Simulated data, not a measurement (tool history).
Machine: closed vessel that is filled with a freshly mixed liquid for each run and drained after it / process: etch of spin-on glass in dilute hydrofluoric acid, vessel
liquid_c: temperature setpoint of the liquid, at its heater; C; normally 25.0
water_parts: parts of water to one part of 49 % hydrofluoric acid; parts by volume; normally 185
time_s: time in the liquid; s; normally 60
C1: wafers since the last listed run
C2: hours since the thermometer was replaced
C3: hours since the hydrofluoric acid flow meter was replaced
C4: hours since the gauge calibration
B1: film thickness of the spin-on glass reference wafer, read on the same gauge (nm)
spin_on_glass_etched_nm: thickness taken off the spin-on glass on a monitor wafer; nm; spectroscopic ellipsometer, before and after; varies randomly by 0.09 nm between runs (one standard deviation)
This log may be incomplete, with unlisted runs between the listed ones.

{"run": 1, "hour": 0.0, "liquid_c": 25.0, "water_parts": 185, "time_s": 60, "C1": 0, "C2": 1341.3, "C3": 480.1, "C4": 219.3, "B1": 49.99, "spin_on_glass_etched_nm": 12.78}
{"run": 2, "hour": 102.4, "liquid_c": 25.0, "water_parts": 185, "time_s": 60, "C1": 13674, "C2": 1443.7, "C3": 582.5, "C4": 321.7, "B1": 49.99, "spin_on_glass_etched_nm": 12.74}
{"run": 3, "hour": 139.0, "liquid_c": 25.0, "water_parts": 185, "time_s": 60, "C1": 4887, "C2": 1480.3, "C3": 619.1, "C4": 358.3, "B1": 49.99, "spin_on_glass_etched_nm": 12.79}
{"run": 4, "hour": 211.7, "liquid_c": 25.0, "water_parts": 185, "time_s": 60, "C1": 9708, "C2": 1553.0, "C3": 691.8, "C4": 431.0, "B1": 50.0, "spin_on_glass_etched_nm": 12.87}
{"hour": 253.1, "done": "hydrofluoric acid flow meter replaced"}
{"run": 5, "hour": 298.5, "liquid_c": 25.0, "water_parts": 185, "time_s": 60, "C1": 11457, "C2": 1639.8, "C3": 45.4, "C4": 517.8, "B1": 49.97, "spin_on_glass_etched_nm": 12.69}
{"run": 6, "hour": 398.5, "liquid_c": 25.0, "water_parts": 185, "time_s": 60, "C1": 13353, "C2": 1739.8, "C3": 145.4, "C4": 617.8, "B1": 50.0, "spin_on_glass_etched_nm": 12.74}
{"run": 7, "hour": 494.1, "liquid_c": 25.0, "water_parts": 185, "time_s": 60, "C1": 12766, "C2": 1835.4, "C3": 241.0, "C4": 713.4, "B1": 50.01, "spin_on_glass_etched_nm": 12.83}
{"run": 8, "hour": 577.4, "liquid_c": 25.0, "water_parts": 185, "time_s": 60, "C1": 11123, "C2": 1918.7, "C3": 324.3, "C4": 796.7, "B1": 50.02, "spin_on_glass_etched_nm": 12.74}
{"run": 9, "hour": 666.0, "liquid_c": 25.0, "water_parts": 185, "time_s": 60, "C1": 11831, "C2": 2007.3, "C3": 412.9, "C4": 885.3, "B1": 50.03, "spin_on_glass_etched_nm": 12.88}
{"run": 10, "hour": 731.5, "liquid_c": 25.0, "water_parts": 185, "time_s": 60, "C1": 8746, "C2": 2072.8, "C3": 478.4, "C4": 950.8, "B1": 50.01, "spin_on_glass_etched_nm": 12.82}
{"run": 11, "hour": 780.1, "liquid_c": 25.0, "water_parts": 155, "time_s": 60, "C1": 6489, "C2": 2121.4, "C3": 527.0, "C4": 999.4, "B1": 49.99, "spin_on_glass_etched_nm": 15.98}
{"hour": 804.3, "done": "hydrofluoric acid flow meter replaced"}
{"run": 12, "hour": 830.3, "liquid_c": 25.0, "water_parts": 185, "time_s": 35, "C1": 6570, "C2": 2171.6, "C3": 26.0, "C4": 1049.6, "B1": 50.0, "spin_on_glass_etched_nm": 7.51}
{"run": 13, "hour": 870.9, "liquid_c": 25.0, "water_parts": 185, "time_s": 35, "C1": 5421, "C2": 2212.2, "C3": 66.6, "C4": 1090.2, "B1": 49.98, "spin_on_glass_etched_nm": 7.41}
{"hour": 919.5, "done": "thermometer replaced"}
{"run": 14, "hour": 966.0, "liquid_c": 27.0, "water_parts": 110, "time_s": 85, "C1": 12565, "C2": 46.5, "C3": 161.7, "C4": 1185.3, "B1": 50.01, "spin_on_glass_etched_nm": 35.93}
{"run": 15, "hour": 1152.8, "liquid_c": 25.0, "water_parts": 185, "time_s": 60, "C1": 24945, "C2": 233.3, "C3": 348.5, "C4": 1372.1, "B1": 50.01, "spin_on_glass_etched_nm": 12.87}
{"hour": 1187.2, "done": "gauge calibrated"}
{"run": 16, "hour": 1210.6, "liquid_c": 21.0, "water_parts": 140, "time_s": 75, "C1": 7718, "C2": 291.1, "C3": 406.3, "C4": 23.4, "B1": 49.99, "spin_on_glass_etched_nm": 19.03}
{"run": 17, "hour": 1291.0, "liquid_c": 25.0, "water_parts": 185, "time_s": 60, "C1": 10736, "C2": 371.5, "C3": 486.7, "C4": 103.8, "B1": 49.98, "spin_on_glass_etched_nm": 12.88}
{"run": 18, "hour": 1377.2, "liquid_c": 25.0, "water_parts": 215, "time_s": 60, "C1": 11511, "C2": 457.7, "C3": 572.9, "C4": 190.0, "B1": 50.0, "spin_on_glass_etched_nm": 10.66}
{"hour": 1412.1, "done": "hydrofluoric acid flow meter replaced"}
{"run": 19, "hour": 1447.2, "liquid_c": 25.0, "water_parts": 245, "time_s": 60, "C1": 9214, "C2": 527.7, "C3": 35.1, "C4": 260.0, "B1": 49.99, "spin_on_glass_etched_nm": 9.0}
{"run": 20, "hour": 1542.4, "liquid_c": 21.0, "water_parts": 185, "time_s": 35, "C1": 12712, "C2": 622.9, "C3": 130.3, "C4": 355.2, "B1": 50.03, "spin_on_glass_etched_nm": 6.5}
{"run": 21, "hour": 1602.3, "liquid_c": 25.0, "water_parts": 185, "time_s": 85, "C1": 7998, "C2": 682.8, "C3": 190.2, "C4": 415.1, "B1": 49.98, "spin_on_glass_etched_nm": 18.14}
{"run": 22, "hour": 1676.4, "liquid_c": 25.0, "water_parts": 185, "time_s": 60, "C1": 9895, "C2": 756.9, "C3": 264.3, "C4": 489.2, "B1": 49.99, "spin_on_glass_etched_nm": 12.77}
{"run": 23, "hour": 1754.0, "liquid_c": 26.5, "water_parts": 185, "time_s": 60, "C1": 10362, "C2": 834.5, "C3": 341.9, "C4": 566.8, "B1": 50.02, "spin_on_glass_etched_nm": 13.48}
{"run": 24, "hour": 1832.6, "liquid_c": 25.0, "water_parts": 185, "time_s": 60, "C1": 10496, "C2": 913.1, "C3": 420.5, "C4": 645.4, "B1": 49.99, "spin_on_glass_etched_nm": 12.62}
{"run": 25, "hour": 1884.9, "liquid_c": 25.0, "water_parts": 130, "time_s": 70, "C1": 6984, "C2": 965.4, "C3": 472.8, "C4": 697.7, "B1": 50.01, "spin_on_glass_etched_nm": 22.77}
{"run": 26, "hour": 1935.4, "liquid_c": 25.0, "water_parts": 245, "time_s": 60, "C1": 6743, "C2": 1015.9, "C3": 523.3, "C4": 748.2, "B1": 50.0, "spin_on_glass_etched_nm": 9.11}

What if the next run were any one of these 3? Each begins from the tool's condition after run 26:
{"run": "A", "hour": 1936.1, "liquid_c": 25.0, "water_parts": 185, "time_s": 45, "C1": 93, "C2": 1016.6, "C3": 524.0, "C4": 748.9, "B1": "?", "spin_on_glass_etched_nm": "?"}
{"run": "B", "hour": 1936.1, "liquid_c": 28.0, "water_parts": 265, "time_s": 60, "C1": 93, "C2": 1016.6, "C3": 524.0, "C4": 748.9, "B1": "?", "spin_on_glass_etched_nm": "?"}
{"run": "C", "hour": 1936.1, "liquid_c": 29.0, "water_parts": 185, "time_s": 30, "C1": 93, "C2": 1016.6, "C3": 524.0, "C4": 748.9, "B1": "?", "spin_on_glass_etched_nm": "?"}

run=A B1=50.04 spin_on_glass_etched_nm=9.71
run=B B1=50.04 spin_on_glass_etched_nm=9.19
run=C B1=50.04 spin_on_glass_etched_nm=7.48
Stripped of hidden state, with their random variation kept, the same runs would have yielded:
run=A spin_on_glass_etched_nm=9.71
run=B spin_on_glass_etched_nm=9.19
run=C spin_on_glass_etched_nm=7.48
